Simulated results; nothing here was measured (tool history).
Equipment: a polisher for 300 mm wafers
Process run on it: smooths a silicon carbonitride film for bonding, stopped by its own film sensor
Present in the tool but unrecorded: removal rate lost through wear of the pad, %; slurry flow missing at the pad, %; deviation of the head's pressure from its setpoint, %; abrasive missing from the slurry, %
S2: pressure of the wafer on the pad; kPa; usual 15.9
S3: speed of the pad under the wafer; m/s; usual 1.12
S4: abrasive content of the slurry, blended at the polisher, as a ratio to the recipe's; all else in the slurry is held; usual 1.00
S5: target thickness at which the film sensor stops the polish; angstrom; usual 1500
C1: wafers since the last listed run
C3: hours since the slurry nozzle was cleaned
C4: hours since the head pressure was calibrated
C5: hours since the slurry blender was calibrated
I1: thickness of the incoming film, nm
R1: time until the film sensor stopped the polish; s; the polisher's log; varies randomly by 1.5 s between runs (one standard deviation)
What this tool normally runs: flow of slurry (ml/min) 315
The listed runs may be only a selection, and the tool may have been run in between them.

run 1 hour=0.0 | flow_of_slurry_(ml/min)=315 S2=12.4 S3=1.12 S4=1.00 S5=1500 | C1=0 wafers_polished_on_this_pad=5122 C3=157.7 C4=264.1 C5=306.8 | I1=181.9 | R1=118.9
run 2 hour=66.8 | flow_of_slurry_(ml/min)=315 S2=15.9 S3=1.12 S4=1.00 S5=1500 | C1=798 wafers_polished_on_this_pad=5921 C3=224.5 C4=330.9 C5=373.6 | I1=178.0 | R1=81.9
-- hour=91.7 worn pad replaced by a new one
run 3 hour=123.0 | flow_of_slurry_(ml/min)=315 S2=15.9 S3=1.12 S4=1.00 S5=1500 | C1=624 wafers_polished_on_this_pad=374 C3=280.7 C4=387.1 C5=429.8 | I1=180.0 | R1=89.8
run 4 hour=173.8 | flow_of_slurry_(ml/min)=315 S2=15.9 S3=1.12 S4=1.00 S5=1570 | C1=607 wafers_polished_on_this_pad=981 C3=331.5 C4=437.9 C5=480.6 | I1=178.3 | R1=63.0
-- hour=193.5 slurry blender recalibrated
run 5 hour=213.8 | flow_of_slurry_(ml/min)=315 S2=15.9 S3=1.12 S4=1.00 S5=1570 | C1=454 wafers_polished_on_this_pad=1436 C3=371.5 C4=477.9 C5=20.3 | I1=183.2 | R1=77.7
run 6 hour=268.5 | flow_of_slurry_(ml/min)=315 S2=15.9 S3=1.12 S4=1.00 S5=1570 | C1=653 wafers_polished_on_this_pad=2090 C3=426.2 C4=532.6 C5=75.0 | I1=183.2 | R1=77.7
-- hour=274.3 slurry nozzle cleaned
run 7 hour=304.1 | flow_of_slurry_(ml/min)=315 S2=15.9 S3=1.12 S4=1.00 S5=1500 | C1=413 wafers_polished_on_this_pad=2503 C3=29.8 C4=568.2 C5=110.6 | I1=178.5 | R1=89.7
run 8 hour=340.6 | flow_of_slurry_(ml/min)=235 S2=15.9 S3=1.12 S4=1.00 S5=1500 | C1=436 wafers_polished_on_this_pad=2940 C3=66.3 C4=604.7 C5=147.1 | I1=178.9 | R1=92.9
run 9 hour=405.7 | flow_of_slurry_(ml/min)=315 S2=15.9 S3=1.12 S4=1.00 S5=1500 | C1=778 wafers_polished_on_this_pad=3718 C3=131.4 C4=669.8 C5=212.2 | I1=181.6 | R1=100.8
run 10 hour=469.2 | flow_of_slurry_(ml/min)=385 S2=15.9 S3=1.12 S4=1.00 S5=1500 | C1=759 wafers_polished_on_this_pad=4477 C3=194.9 C4=733.3 C5=275.7 | I1=179.6 | R1=90.8
run 11 hour=534.0 | flow_of_slurry_(ml/min)=315 S2=15.9 S3=1.12 S4=1.00 S5=1500 | C1=774 wafers_polished_on_this_pad=5252 C3=259.7 C4=798.1 C5=340.5 | I1=179.8 | R1=92.3
-- hour=540.4 worn pad replaced by a new one
run 12 hour=601.1 | flow_of_slurry_(ml/min)=315 S2=15.9 S3=1.34 S4=1.25 S5=1500 | C1=754 wafers_polished_on_this_pad=725 C3=326.8 C4=865.2 C5=407.6 | I1=177.6 | R1=63.6
-- hour=662.5 head pressure recalibrated
run 13 hour=663.0 | flow_of_slurry_(ml/min)=285 S2=17.9 S3=1.40 S4=1.00 S5=1500 | C1=716 wafers_polished_on_this_pad=1441 C3=388.7 C4=0.5 C5=469.5 | I1=179.1 | R1=63.6
-- hour=713.2 slurry nozzle cleaned
run 14 hour=729.8 | flow_of_slurry_(ml/min)=385 S2=15.9 S3=1.12 S4=1.00 S5=1460 | C1=786 wafers_polished_on_this_pad=2228 C3=16.6 C4=67.3 C5=536.3 | I1=179.3 | R1=91.6
-- hour=738.1 slurry blender recalibrated
run 15 hour=772.7 | flow_of_slurry_(ml/min)=220 S2=15.9 S3=1.12 S4=1.00 S5=1470 | C1=488 wafers_polished_on_this_pad=2717 C3=59.5 C4=110.2 C5=34.6 | I1=176.5 | R1=86.8
run 16 hour=872.6 | flow_of_slurry_(ml/min)=315 S2=15.9 S3=1.12 S4=1.10 S5=1570 | C1=1194 wafers_polished_on_this_pad=3911 C3=159.4 C4=210.1 C5=134.5 | I1=179.4 | R1=61.7
run 17 hour=907.5 | flow_of_slurry_(ml/min)=370 S2=15.9 S3=1.22 S4=0.80 S5=1450 | C1=417 wafers_polished_on_this_pad=4328 C3=194.3 C4=245.0 C5=169.4 | I1=178.9 | R1=114.3
run 18 hour=975.5 | flow_of_slurry_(ml/min)=375 S2=15.9 S3=1.12 S4=1.00 S5=1400 | C1=812 wafers_polished_on_this_pad=5141 C3=262.3 C4=313.0 C5=237.4 | I1=176.9 | R1=108.3
run 19 hour=1020.5 | flow_of_slurry_(ml/min)=315 S2=15.9 S3=1.12 S4=1.00 S5=1500 | C1=537 wafers_polished_on_this_pad=5679 C3=307.3 C4=358.0 C5=282.4 | I1=178.5 | R1=83.0
run 20 hour=1053.5 | flow_of_slurry_(ml/min)=350 S2=15.9 S3=1.12 S4=1.00 S5=1450 | C1=394 wafers_polished_on_this_pad=6074 C3=340.3 C4=391.0 C5=315.4 | I1=179.6 | R1=103.5
-- hour=1076.1 worn pad replaced by a new one
run 21 hour=1100.3 | flow_of_slurry_(ml/min)=400 S2=14.5 S3=1.12 S4=1.00 S5=1500 | C1=511 wafers_polished_on_this_pad=289 C3=387.1 C4=437.8 C5=362.2 | I1=179.8 | R1=100.6
run 22 hour=1132.2 | flow_of_slurry_(ml/min)=315 S2=12.4 S3=1.12 S4=1.10 S5=1500 | C1=381 wafers_polished_on_this_pad=670 C3=419.0 C4=469.7 C5=394.1 | I1=180.5 | R1=110.2
run 23 hour=1163.8 | flow_of_slurry_(ml/min)=315 S2=15.9 S3=0.92 S4=1.00 S5=1500 | C1=377 wafers_polished_on_this_pad=1048 C3=450.6 C4=501.3 C5=425.7 | I1=177.8 | R1=98.0
-- hour=1168.8 slurry blender recalibrated
-- hour=1181.5 slurry nozzle cleaned
run 24 hour=1195.3 | flow_of_slurry_(ml/min)=315 S2=15.9 S3=1.12 S4=1.00 S5=1500 | C1=340 wafers_polished_on_this_pad=1389 C3=13.8 C4=532.8 C5=26.5 | I1=180.7 | R1=93.6
run 25 hour=1246.4 | flow_of_slurry_(ml/min)=315 S2=13.1 S3=1.12 S4=1.00 S5=1590 | C1=610 wafers_polished_on_this_pad=2000 C3=64.9 C4=583.9 C5=77.6 | I1=178.9 | R1=73.7
run 26 hour=1292.3 | flow_of_slurry_(ml/min)=415 S2=15.9 S3=1.28 S4=1.15 S5=1530 | C1=548 wafers_polished_on_this_pad=2548 C3=110.8 C4=629.8 C5=123.5 | I1=178.3 | R1=63.1
run 27 hour=1349.4 | flow_of_slurry_(ml/min)=315 S2=15.9 S3=1.12 S4=1.15 S5=1500 | C1=682 wafers_polished_on_this_pad=3231 C3=167.9 C4=686.9 C5=180.6 | I1=178.3 | R1=79.7
run 28 hour=1420.0 | flow_of_slurry_(ml/min)=315 S2=15.9 S3=1.12 S4=1.00 S5=1400 | C1=844 wafers_polished_on_this_pad=4075 C3=238.5 C4=757.5 C5=251.2 | I1=177.4 | R1=116.9
run 29 hour=1462.9 | flow_of_slurry_(ml/min)=315 S2=15.9 S3=1.12 S4=1.00 S5=1500 | C1=512 wafers_polished_on_this_pad=4588 C3=281.4 C4=800.4 C5=294.1 | I1=180.8 | R1=97.4

Had the tool no unlogged condition, and each run kept its random variation, what would the results have been?
run=1 R1=115.2
run=2 R1=78.7
run=3 R1=85.8
run=4 R1=59.8
run=5 R1=73.4
run=6 R1=73.0
run=7 R1=83.9
run=8 R1=86.5
run=9 R1=93.1
run=10 R1=83.3
run=11 R1=83.9
run=12 R1=57.3
run=13 R1=63.7
run=14 R1=91.1
run=15 R1=85.9
run=16 R1=60.4
run=17 R1=111.4
run=18 R1=104.7
run=19 R1=79.9
run=20 R1=99.2
run=21 R1=95.9
run=22 R1=104.6
run=23 R1=92.7
run=24 R1=88.2
run=25 R1=69.1
run=26 R1=58.8
run=27 R1=73.8
run=28 R1=107.2
run=29 R1=88.8
